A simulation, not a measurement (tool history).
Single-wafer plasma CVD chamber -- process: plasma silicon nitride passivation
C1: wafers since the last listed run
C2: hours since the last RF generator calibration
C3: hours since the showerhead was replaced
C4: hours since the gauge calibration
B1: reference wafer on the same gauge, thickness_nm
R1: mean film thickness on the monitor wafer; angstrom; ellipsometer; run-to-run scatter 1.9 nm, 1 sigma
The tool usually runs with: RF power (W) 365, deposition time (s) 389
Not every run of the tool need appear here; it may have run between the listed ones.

run 1 hour=0 | RF_power_(W)=365 deposition_time_(s)=389 | C1=0 C2=1186.5 C3=357 C4=2231.9 | B1=552.246 | R1=5216.71
run 2 hour=40.1 | RF_power_(W)=365 deposition_time_(s)=389 | C1=275 C2=1226.6 C3=397.1 C4=2272 | B1=552.156 | R1=5249.26
run 3 hour=102.3 | RF_power_(W)=380 deposition_time_(s)=389 | C1=426 C2=1288.8 C3=459.3 C4=2334.2 | B1=552.116 | R1=5314.62
run 4 hour=151.6 | RF_power_(W)=395 deposition_time_(s)=389 | C1=338 C2=1338.1 C3=508.6 C4=2383.5 | B1=551.317 | R1=5350.17
run 5 hour=195.4 | RF_power_(W)=395 deposition_time_(s)=389 | C1=300 C2=1381.9 C3=552.4 C4=2427.3 | B1=551.783 | R1=5330.23
run 6 hour=244.2 | RF_power_(W)=395 deposition_time_(s)=389 | C1=334 C2=1430.7 C3=601.2 C4=2476.1 | B1=552.501 | R1=5320.83
run 7 hour=306.4 | RF_power_(W)=365 deposition_time_(s)=360 | C1=426 C2=1492.9 C3=663.4 C4=2538.3 | B1=552.829 | R1=4805.81
run 8 hour=349.3 | RF_power_(W)=365 deposition_time_(s)=389 | C1=294 C2=1535.8 C3=706.3 C4=2581.2 | B1=551.941 | R1=5198.26
run 9 hour=397.8 | RF_power_(W)=365 deposition_time_(s)=389 | C1=332 C2=1584.3 C3=754.8 C4=2629.7 | B1=552.419 | R1=5216.23
run 10 hour=445.5 | RF_power_(W)=365 deposition_time_(s)=389 | C1=327 C2=1632 C3=802.5 C4=2677.4 | B1=552.003 | R1=5194.02
run 11 hour=494.4 | RF_power_(W)=365 deposition_time_(s)=389 | C1=335 C2=1680.9 C3=851.4 C4=2726.3 | B1=551.325 | R1=5196.86
run 12 hour=580.2 | RF_power_(W)=315 deposition_time_(s)=389 | C1=588 C2=1766.7 C3=937.2 C4=2812.1 | B1=552.064 | R1=4976.52
run 13 hour=677.7 | RF_power_(W)=315 deposition_time_(s)=389 | C1=669 C2=1864.2 C3=1034.7 C4=2909.6 | B1=552.305 | R1=4961.86
run 14 hour=756.7 | RF_power_(W)=365 deposition_time_(s)=389 | C1=542 C2=1943.2 C3=1113.7 C4=2988.6 | B1=552.477 | R1=5187.29
-- hour=771 RF generator calibrated
run 15 hour=1061.9 | RF_power_(W)=365 deposition_time_(s)=389 | C1=2039 C2=290.9 C3=1418.9 C4=3293.8 | B1=552.167 | R1=5274.01
run 16 hour=1144.5 | RF_power_(W)=365 deposition_time_(s)=389 | C1=566 C2=373.5 C3=1501.5 C4=3376.4 | B1=551.849 | R1=5273.43
run 17 hour=1214.4 | RF_power_(W)=365 deposition_time_(s)=389 | C1=479 C2=443.4 C3=1571.4 C4=3446.3 | B1=551.966 | R1=5271.05
run 18 hour=1313.2 | RF_power_(W)=365 deposition_time_(s)=389 | C1=677 C2=542.2 C3=1670.2 C4=3545.1 | B1=552.519 | R1=5255.19
run 19 hour=1421 | RF_power_(W)=300 deposition_time_(s)=465 | C1=739 C2=650 C3=1778 C4=3652.9 | B1=551.484 | R1=5927.68
run 20 hour=1457.1 | RF_power_(W)=365 deposition_time_(s)=389 | C1=247 C2=686.1 C3=1814.1 C4=3689 | B1=552.162 | R1=5268.65
run 21 hour=1515.5 | RF_power_(W)=400 deposition_time_(s)=355 | C1=400 C2=744.5 C3=1872.5 C4=3747.4 | B1=553.074 | R1=4940.03
run 22 hour=1586.3 | RF_power_(W)=430 deposition_time_(s)=321 | C1=485 C2=815.3 C3=1943.3 C4=3818.2 | B1=551.874 | R1=4561.51
run 23 hour=1661.5 | RF_power_(W)=315 deposition_time_(s)=418 | C1=516 C2=890.5 C3=2018.5 C4=3893.4 | B1=551.306 | R1=5398.17
run 24 hour=1741.7 | RF_power_(W)=365 deposition_time_(s)=367 | C1=550 C2=970.7 C3=2098.7 C4=3973.6 | B1=553.137 | R1=4941.88
run 25 hour=1833.3 | RF_power_(W)=310 deposition_time_(s)=463 | C1=628 C2=1062.3 C3=2190.3 C4=4065.2 | B1=552.077 | R1=5943.76
run 26 hour=1907.4 | RF_power_(W)=325 deposition_time_(s)=346 | C1=508 C2=1136.4 C3=2264.4 C4=4139.3 | B1=551.839 | R1=4508.37
run 27 hour=2009.9 | RF_power_(W)=305 deposition_time_(s)=389 | C1=703 C2=1238.9 C3=2366.9 C4=4241.8 | B1=552.237 | R1=4968.13
-- hour=2038.9 gauge calibrated
run 28 hour=2104.1 | RF_power_(W)=385 deposition_time_(s)=427 | C1=646 C2=1333.1 C3=2461.1 C4=65.2 | B1=552.382 | R1=5849.52
-- hour=2163.9 showerhead replaced
run 29 hour=2187.2 | RF_power_(W)=390 deposition_time_(s)=421 | C1=515 C2=1416.2 C3=23.3 C4=148.3 | B1=552.462 | R1=5791
run 30 hour=2249.1 | RF_power_(W)=385 deposition_time_(s)=429 | C1=424 C2=1478.1 C3=85.2 C4=210.2 | B1=551.15 | R1=5838.97
run 31 hour=2349.9 | RF_power_(W)=385 deposition_time_(s)=410 | C1=691 C2=1578.9 C3=186 C4=311 | B1=552.315 | R1=5570.74
run 32 hour=2411.2 | RF_power_(W)=425 deposition_time_(s)=360 | C1=420 C2=1640.2 C3=247.3 C4=372.3 | B1=551.466 | R1=5029.49
run 33 hour=2495 | RF_power_(W)=365 deposition_time_(s)=417 | C1=575 C2=1724 C3=331.1 C4=456.1 | B1=552.373 | R1=5567.19
run 34 hour=2591.2 | RF_power_(W)=385 deposition_time_(s)=411 | C1=660 C2=1820.2 C3=427.3 C4=552.3 | B1=551.619 | R1=5562.24
run 35 hour=2641.9 | RF_power_(W)=365 deposition_time_(s)=389 | C1=347 C2=1870.9 C3=478 C4=603 | B1=551.795 | R1=5195.07
-- hour=2677.4 RF generator calibrated
run 36 hour=2723.5 | RF_power_(W)=365 deposition_time_(s)=360 | C1=505 C2=46.1 C3=559.6 C4=684.6 | B1=552.305 | R1=4892.04
run 37 hour=2827.7 | RF_power_(W)=310 deposition_time_(s)=427 | C1=715 C2=150.3 C3=663.8 C4=788.8 | B1=551.84 | R1=5527.32
run 38 hour=2868.8 | RF_power_(W)=365 deposition_time_(s)=389 | C1=282 C2=191.4 C3=704.9 C4=829.9 | B1=552.522 | R1=5253.1
run 39 hour=2910.2 | RF_power_(W)=300 deposition_time_(s)=410 | C1=284 C2=232.8 C3=746.3 C4=871.3 | B1=551.16 | R1=5269.01
run 40 hour=3003.8 | RF_power_(W)=365 deposition_time_(s)=389 | C1=642 C2=326.4 C3=839.9 C4=964.9 | B1=552.314 | R1=5272.68
run 41 hour=3082.7 | RF_power_(W)=420 deposition_time_(s)=357 | C1=541 C2=405.3 C3=918.8 C4=1043.8 | B1=551.348 | R1=5068.7
run 42 hour=3159.9 | RF_power_(W)=390 deposition_time_(s)=389 | C1=529 C2=482.5 C3=996 C4=1121 | B1=551.955 | R1=5417.26

Forecast each of these 5 alternatives for the next run:
run A hour=3160.4 | RF_power_(W)=365 deposition_time_(s)=314 | C1=3 C2=483 C3=996.5 C4=1121.5 | B1=? | R1=?
run B hour=3160.4 | RF_power_(W)=425 deposition_time_(s)=336 | C1=3 C2=483 C3=996.5 C4=1121.5 | B1=? | R1=?
run C hour=3160.4 | RF_power_(W)=430 deposition_time_(s)=325 | C1=3 C2=483 C3=996.5 C4=1121.5 | B1=? | R1=?
run D hour=3160.4 | RF_power_(W)=395 deposition_time_(s)=358 | C1=3 C2=483 C3=996.5 C4=1121.5 | B1=? | R1=?
run E hour=3160.4 | RF_power_(W)=410 deposition_time_(s)=319 | C1=3 C2=483 C3=996.5 C4=1121.5 | B1=? | R1=?

run=A B1=551.619 R1=4232.83
run=B B1=551.619 R1=4736.44
run=C B1=551.619 R1=4597.17
run=D B1=551.619 R1=4939.14
run=E B1=551.619 R1=4449.54
Had the tool no hidden state, the same runs would have come out as:
run=A R1=4243.21
run=B R1=4748.06
run=C R1=4608.44
run=D R1=4951.25
run=E R1=4460.45
